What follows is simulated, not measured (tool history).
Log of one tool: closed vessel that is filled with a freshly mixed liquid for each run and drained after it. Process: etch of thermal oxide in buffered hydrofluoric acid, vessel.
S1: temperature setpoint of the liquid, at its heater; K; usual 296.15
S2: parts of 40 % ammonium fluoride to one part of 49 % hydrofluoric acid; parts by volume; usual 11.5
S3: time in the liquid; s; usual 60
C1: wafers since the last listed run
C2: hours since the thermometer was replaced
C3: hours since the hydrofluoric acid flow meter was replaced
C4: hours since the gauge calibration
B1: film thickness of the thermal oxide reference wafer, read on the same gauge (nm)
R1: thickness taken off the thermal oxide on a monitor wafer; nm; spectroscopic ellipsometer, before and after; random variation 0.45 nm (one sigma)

Run 1, hour 0.0: usual settings; C1 0; C2 1048.2; C3 1295.6; C4 7.1; B1 59.98. Result: R1 65.25 nm.
Run 2, hour 7.7: usual settings; C1 853; C2 1055.9; C3 1303.3; C4 14.8; B1 60.02. Result: R1 66.08 nm.
Run 3, hour 22.8: usual settings; C1 1673; C2 1071.0; C3 1318.4; C4 29.9; B1 60.03. Result: R1 65.57 nm.
Run 4, hour 33.2: usual settings; C1 1152; C2 1081.4; C3 1328.8; C4 40.3; B1 60.00. Result: R1 65.73 nm.
Run 5, hour 43.3: usual settings; C1 1119; C2 1091.5; C3 1338.9; C4 50.4; B1 60.00. Result: R1 65.90 nm.
Run 6, hour 53.7: usual settings but S1 297.65 K; C1 1152; C2 1101.9; C3 1349.3; C4 60.8; B1 59.95. Result: R1 70.69 nm.
Run 7, hour 62.0: usual settings but S1 297.65 K; C1 919; C2 1110.2; C3 1357.6; C4 69.1; B1 59.98. Result: R1 71.23 nm.
Run 8, hour 77.4: usual settings but S2 8.0 parts by volume; C1 1706; C2 1125.6; C3 1373.0; C4 84.5; B1 60.01. Result: R1 92.15 nm.
Run 9, hour 84.5: usual settings but S2 8.0 parts by volume; C1 786; C2 1132.7; C3 1380.1; C4 91.6; B1 59.98. Result: R1 92.57 nm.
Run 10, hour 101.3: usual settings but S2 8.0 parts by volume; C1 1861; C2 1149.5; C3 1396.9; C4 108.4; B1 59.98. Result: R1 93.99 nm.
Run 11, hour 117.1: usual settings but S1 293.65 K; C1 1750; C2 1165.3; C3 1412.7; C4 124.2; B1 60.04. Result: R1 57.93 nm.
At hour 130.2: thermometer replaced.
Run 12, hour 157.1: usual settings but S1 293.65 K; C1 4321; C2 26.9; C3 1452.7; C4 164.2; B1 60.01. Result: R1 58.28 nm.
Run 13, hour 169.2: usual settings; C1 1340; C2 39.0; C3 1464.8; C4 176.3; B1 60.01. Result: R1 66.18 nm.
Run 14, hour 185.2: usual settings; C1 1773; C2 55.0; C3 1480.8; C4 192.3; B1 60.02. Result: R1 66.01 nm.
Run 15, hour 238.6: usual settings but S1 300.65 K, S2 9.0 parts by volume, S3 75 s; C1 5917; C2 108.4; C3 1534.2; C4 245.7; B1 60.06. Result: R1 129.90 nm.
Run 16, hour 247.7: usual settings; C1 1008; C2 117.5; C3 1543.3; C4 254.8; B1 60.00. Result: R1 66.20 nm.
At hour 253.4: gauge calibrated.
Run 17, hour 256.9: usual settings but S2 13.0 parts by volume; C1 1019; C2 126.7; C3 1552.5; C4 3.5; B1 59.98. Result: R1 58.45 nm.
Run 18, hour 270.6: usual settings but S1 299.65 K, S3 70 s; C1 1518; C2 140.4; C3 1566.2; C4 17.2; B1 59.97. Result: R1 94.34 nm.
Run 19, hour 288.0: usual settings but S2 8.0 parts by volume; C1 1928; C2 157.8; C3 1583.6; C4 34.6; B1 59.99. Result: R1 92.35 nm.
Run 20, hour 296.7: usual settings but S1 300.65 K, S2 8.5 parts by volume, S3 50 s; C1 964; C2 166.5; C3 1592.3; C4 43.3; B1 59.97. Result: R1 92.85 nm.
Run 21, hour 308.1: usual settings; C1 1263; C2 177.9; C3 1603.7; C4 54.7; B1 59.97. Result: R1 67.60 nm.
At hour 312.3: hydrofluoric acid flow meter replaced.
Run 22, hour 324.2: usual settings but S2 8.5 parts by volume; C1 1673; C2 194.0; C3 11.9; C4 70.8; B1 59.99. Result: R1 79.55 nm.
Run 23, hour 331.2: usual settings but S1 298.15 K, S2 7.5 parts by volume, S3 30 s; C1 775; C2 201.0; C3 18.9; C4 77.8; B1 59.99. Result: R1 50.83 nm.
Run 24, hour 339.1: usual settings but S2 15.5 parts by volume; C1 875; C2 208.9; C3 26.8; C4 85.7; B1 60.01. Result: R1 45.68 nm.
Run 25, hour 368.6: usual settings but S1 300.65 K; C1 3269; C2 238.4; C3 56.3; C4 115.2; B1 60.02. Result: R1 77.80 nm.
Run 26, hour 379.1: usual settings but S3 80 s; C1 1163; C2 248.9; C3 66.8; C4 125.7; B1 60.02. Result: R1 80.92 nm.
Run 27, hour 387.3: usual settings but S3 90 s; C1 908; C2 257.1; C3 75.0; C4 133.9; B1 59.98. Result: R1 92.25 nm.
Run 28, hour 401.5: usual settings but S2 8.0 parts by volume; C1 1573; C2 271.3; C3 89.2; C4 148.1; B1 60.00. Result: R1 84.91 nm.

4 ways to go on from here, each from the tool as it stands after run 28. What would each give?
Run A, hour 402.2: usual settings but S1 293.15 K; C1 77; C2 272.0; C3 89.9; C4 148.8; B1 ?. Result: R1 ?.
Run B, hour 402.2: usual settings but S2 7.0 parts by volume, S3 70 s; C1 77; C2 272.0; C3 89.9; C4 148.8; B1 ?. Result: R1 ?.
Run C, hour 402.2: usual settings but S1 297.65 K, S2 9.5 parts by volume, S3 45 s; C1 77; C2 272.0; C3 89.9; C4 148.8; B1 ?. Result: R1 ?.
Run D, hour 402.2: usual settings but S1 292.15 K, S2 14.5 parts by volume; C1 77; C2 272.0; C3 89.9; C4 148.8; B1 ?. Result: R1 ?.

run     B1      R1
  A  60.02   51.58
  B  60.02  114.08
  C  60.02   58.45
  D  60.02   38.85
Without the tool's hidden state the same runs would have given:
run      R1
  A   51.01
  B  112.96
  C   58.04
  D   38.42

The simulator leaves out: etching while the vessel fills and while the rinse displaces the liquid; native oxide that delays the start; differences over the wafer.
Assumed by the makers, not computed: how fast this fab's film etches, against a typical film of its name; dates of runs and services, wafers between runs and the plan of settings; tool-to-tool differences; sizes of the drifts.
